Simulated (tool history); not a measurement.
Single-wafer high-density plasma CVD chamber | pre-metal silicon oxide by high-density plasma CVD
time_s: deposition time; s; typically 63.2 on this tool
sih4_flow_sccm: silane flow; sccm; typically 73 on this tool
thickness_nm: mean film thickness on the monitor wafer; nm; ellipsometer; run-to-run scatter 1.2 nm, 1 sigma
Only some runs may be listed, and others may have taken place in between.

run     day  time_s  sih4_flow_sccm  wafers since the last listed run  hours since the silane flow controller was replaced  hours since the gauge calibration  read-back reference wafer on the same gauge, thickness_nm  thickness_nm
  1   0.000    63.2              73                                 0                                               3340.1                               23.8                                                    476.819       510.038
  2   3.208    63.2              73                              1794                                               3417.1                              100.8                                                    478.905       512.730
  3   7.367    63.2              73                              2325                                               3516.9                              200.6                                                    480.724       511.851
  4  11.500    63.2              73                              2311                                               3616.1                              299.8                                                    482.195       513.298
  5  13.067    67.2              65                               876                                               3653.7                              337.4                                                    482.707       487.658
  6  17.379    70.6              73                              2411                                               3757.2                              440.9                                                    483.538       575.431
  7  20.779    70.6              73                              1901                                               3838.8                              522.5                                                    483.915       578.608
     21.650  -- silane flow controller replaced
  8  24.008    70.6              73                              1619                                                 56.6                              600.0                                                    484.109       574.581
  9  25.700    58.4              85                               946                                                 97.2                              640.6                                                    484.192       553.106
 10  27.629    56.2              62                              1078                                                143.5                              686.9                                                    484.238       392.263
 11  29.433    70.6              73                              1008                                                186.8                              730.2                                                    483.833       576.939
     32.738  -- gauge calibrated
 12  33.488    72.6              73                              2267                                                284.1                               18.0                                                    477.770       585.688
 13  36.383    63.2              77                              1619                                                353.6                               87.5                                                    479.469       540.034
 14  39.367    53.7              73                              1668                                                425.2                              159.1                                                    481.508       437.438
 15  41.317    71.5              63                              1090                                                472.0                              205.9                                                    482.140       504.185
 16  44.833    63.2              73                              1966                                                556.4                              290.3                                                    483.233       517.746
 17  48.175    63.2              73                              1868                                                636.6                              370.5                                                    484.178       516.635

Here are 3 independent what-if runs from the current tool condition. What would each one return?
  A  48.192    63.2              80                                 9                                                637.0                              370.9                                                          ?             ?
  B  48.192    74.5              63                                 9                                                637.0                              370.9                                                          ?             ?
  C  48.192    51.6              68                                 9                                                637.0                              370.9                                                          ?             ?

run  read-back reference wafer on the same gauge, thickness_nm  thickness_nm
  A                                                    484.054       565.677
  B                                                    484.054       528.250
  C                                                    484.054       394.103
Take away the tool's hidden state, keep each run's random variation, and the runs would have read:
run  thickness_nm
  A       557.374
  B       520.496
  C       388.318

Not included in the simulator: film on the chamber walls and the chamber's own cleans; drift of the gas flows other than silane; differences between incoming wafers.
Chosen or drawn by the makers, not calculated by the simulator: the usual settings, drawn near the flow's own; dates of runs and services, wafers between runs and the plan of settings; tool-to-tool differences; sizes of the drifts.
